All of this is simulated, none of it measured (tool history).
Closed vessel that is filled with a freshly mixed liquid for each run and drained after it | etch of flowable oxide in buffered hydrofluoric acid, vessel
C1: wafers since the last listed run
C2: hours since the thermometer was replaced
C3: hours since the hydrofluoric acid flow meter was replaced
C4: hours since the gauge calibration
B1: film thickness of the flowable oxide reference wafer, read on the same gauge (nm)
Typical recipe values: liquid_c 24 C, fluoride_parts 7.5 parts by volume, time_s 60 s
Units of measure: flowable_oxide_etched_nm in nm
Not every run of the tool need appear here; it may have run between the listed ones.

Run 1, hour 0: usual settings but fluoride_parts 9.5 parts by volume; C1 0; C2 2220.4; C3 381.9; C4 51; B1 60.02. Result: flowable_oxide_etched_nm 165.07 nm.
Run 2, hour 75.7: usual settings but fluoride_parts 9.5 parts by volume; C1 5722; C2 2296.1; C3 457.6; C4 126.7; B1 60. Result: flowable_oxide_etched_nm 165.1 nm.
Run 3, hour 120.2: usual settings but fluoride_parts 9.5 parts by volume; C1 3363; C2 2340.6; C3 502.1; C4 171.2; B1 60.02. Result: flowable_oxide_etched_nm 166.09 nm.
Run 4, hour 179.9: usual settings but fluoride_parts 5 parts by volume; C1 4512; C2 2400.3; C3 561.8; C4 230.9; B1 59.99. Result: flowable_oxide_etched_nm 300.48 nm.
Run 5, hour 255.4: usual settings but fluoride_parts 5 parts by volume; C1 5706; C2 2475.8; C3 637.3; C4 306.4; B1 60.01. Result: flowable_oxide_etched_nm 304.06 nm.
Run 6, hour 301.7: usual settings but fluoride_parts 5 parts by volume; C1 3499; C2 2522.1; C3 683.6; C4 352.7; B1 59.98. Result: flowable_oxide_etched_nm 299.75 nm.
Run 7, hour 344.6: usual settings; C1 3242; C2 2565; C3 726.5; C4 395.6; B1 60.01. Result: flowable_oxide_etched_nm 212.88 nm.
At hour 401: thermometer replaced.
Run 8, hour 441: usual settings but liquid_c 27.5 C; C1 7211; C2 40; C3 822.9; C4 492; B1 59.98. Result: flowable_oxide_etched_nm 285.08 nm.

Run 9, settings as shown, results not yet in. Your forecast:
Run 9, hour 546.2: usual settings; C1 7951; C2 145.2; C3 928.1; C4 597.2; B1 ?. Result: flowable_oxide_etched_nm ?.

{"run 9": {"B1": 60, "flowable_oxide_etched_nm": 232.16}}
Were there no unlogged condition in the tool, this run, its random variation unchanged, would have produced flowable_oxide_etched_nm 223.02 nm.
